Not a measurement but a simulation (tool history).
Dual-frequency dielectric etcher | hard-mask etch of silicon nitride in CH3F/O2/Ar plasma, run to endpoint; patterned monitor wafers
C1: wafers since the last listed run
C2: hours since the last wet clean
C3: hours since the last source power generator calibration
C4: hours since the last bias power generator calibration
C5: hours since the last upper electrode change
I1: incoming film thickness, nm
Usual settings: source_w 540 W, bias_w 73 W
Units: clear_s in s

run 1 hour=0.0 | source_w=540 bias_w=73 | C1=0 C2=181.2 C3=3127.1 C4=1669.9 C5=3081.0 | I1=40.74 | clear_s=56.3
run 2 hour=49.2 | source_w=540 bias_w=73 | C1=666 C2=230.4 C3=3176.3 C4=1719.1 C5=3130.2 | I1=40.94 | clear_s=56.8
run 3 hour=183.1 | source_w=540 bias_w=73 | C1=1814 C2=364.3 C3=3310.2 C4=1853.0 C5=3264.1 | I1=41.13 | clear_s=58.8
-- hour=264.4 wet clean of the chamber
run 4 hour=264.9 | source_w=540 bias_w=73 | C1=783 C2=0.5 C3=3392.0 C4=1934.8 C5=3345.9 | I1=41.07 | clear_s=56.4
run 5 hour=309.0 | source_w=540 bias_w=73 | C1=597 C2=44.6 C3=3436.1 C4=1978.9 C5=3390.0 | I1=41.44 | clear_s=57.0
run 6 hour=390.0 | source_w=630 bias_w=73 | C1=1097 C2=125.6 C3=3517.1 C4=2059.9 C5=3471.0 | I1=41.67 | clear_s=53.0
run 7 hour=488.3 | source_w=630 bias_w=73 | C1=1332 C2=223.9 C3=3615.4 C4=2158.2 C5=3569.3 | I1=41.20 | clear_s=54.0
run 8 hour=582.7 | source_w=630 bias_w=73 | C1=1279 C2=318.3 C3=3709.8 C4=2252.6 C5=3663.7 | I1=40.74 | clear_s=53.4
run 9 hour=633.6 | source_w=540 bias_w=73 | C1=689 C2=369.2 C3=3760.7 C4=2303.5 C5=3714.6 | I1=41.00 | clear_s=58.5
-- hour=713.4 wet clean of the chamber
run 10 hour=733.3 | source_w=540 bias_w=73 | C1=1025 C2=19.9 C3=3860.4 C4=2403.2 C5=3814.3 | I1=41.23 | clear_s=56.5
-- hour=825.3 upper electrode replaced
run 11 hour=839.8 | source_w=540 bias_w=73 | C1=1117 C2=126.4 C3=3966.9 C4=2509.7 C5=14.5 | I1=41.02 | clear_s=56.7
run 12 hour=903.6 | source_w=540 bias_w=73 | C1=864 C2=190.2 C3=4030.7 C4=2573.5 C5=78.3 | I1=40.62 | clear_s=57.0
-- hour=939.4 source power generator calibrated
run 13 hour=940.6 | source_w=660 bias_w=90 | C1=447 C2=227.2 C3=1.2 C4=2610.5 C5=115.3 | I1=40.96 | clear_s=48.9
run 14 hour=977.2 | source_w=540 bias_w=63 | C1=495 C2=263.8 C3=37.8 C4=2647.1 C5=151.9 | I1=41.52 | clear_s=62.2
run 15 hour=1015.2 | source_w=600 bias_w=73 | C1=514 C2=301.8 C3=75.8 C4=2685.1 C5=189.9 | I1=40.90 | clear_s=54.1
run 16 hour=1082.6 | source_w=410 bias_w=78 | C1=913 C2=369.2 C3=143.2 C4=2752.5 C5=257.3 | I1=41.41 | clear_s=68.9
-- hour=1168.5 wet clean of the chamber
run 17 hour=1184.3 | source_w=540 bias_w=73 | C1=1052 C2=15.8 C3=244.9 C4=2854.2 C5=359.0 | I1=41.82 | clear_s=57.1
run 18 hour=1279.7 | source_w=650 bias_w=84 | C1=1292 C2=111.2 C3=340.3 C4=2949.6 C5=454.4 | I1=41.08 | clear_s=49.1
run 19 hour=1383.8 | source_w=630 bias_w=78 | C1=1410 C2=215.3 C3=444.4 C4=3053.7 C5=558.5 | I1=41.12 | clear_s=51.7
run 20 hour=1456.1 | source_w=540 bias_w=73 | C1=979 C2=287.6 C3=516.7 C4=3126.0 C5=630.8 | I1=40.74 | clear_s=57.2
-- hour=1538.4 bias power generator calibrated
run 21 hour=1555.7 | source_w=680 bias_w=83 | C1=1295 C2=387.2 C3=616.3 C4=17.3 C5=730.4 | I1=40.80 | clear_s=49.2
-- hour=1660.2 wet clean of the chamber
run 22 hour=1862.3 | source_w=540 bias_w=73 | C1=3829 C2=202.1 C3=922.9 C4=323.9 C5=1037.0 | I1=41.08 | clear_s=58.5
run 23 hour=1937.9 | source_w=620 bias_w=85 | C1=1024 C2=277.7 C3=998.5 C4=399.5 C5=1112.6 | I1=41.04 | clear_s=51.2
run 24 hour=2012.8 | source_w=540 bias_w=73 | C1=1014 C2=352.6 C3=1073.4 C4=474.4 C5=1187.5 | I1=40.81 | clear_s=57.4

Hidden state or all else? Some run-to-run changes of clear_s, split into what the settings, what came in and random variation would give without the hidden state, and what is left for the hidden state (with any gauge scatter that isn't in both results):
The hidden state here: etch rate over this chamber's usual, %; source power that arrives over what is set, %; bias power that arrives over what is set, %.
Run 9 -> 10: wet clean of the chamber. clear_s -2.0 s: hidden state -2.1, all else +0.1.
Run 13 -> 14: source_w 660 -> 540, bias_w 90 -> 63. clear_s +13.3 s: hidden state +0.5, all else +12.8.
Run 15 -> 16: source_w 600 -> 410, bias_w 73 -> 78. clear_s +14.8 s: hidden state +1.0, all else +13.8.
Run 16 -> 17: source_w 410 -> 540, bias_w 78 -> 73, wet clean of the chamber. clear_s -11.8 s: hidden state -2.8, all else -9.0.
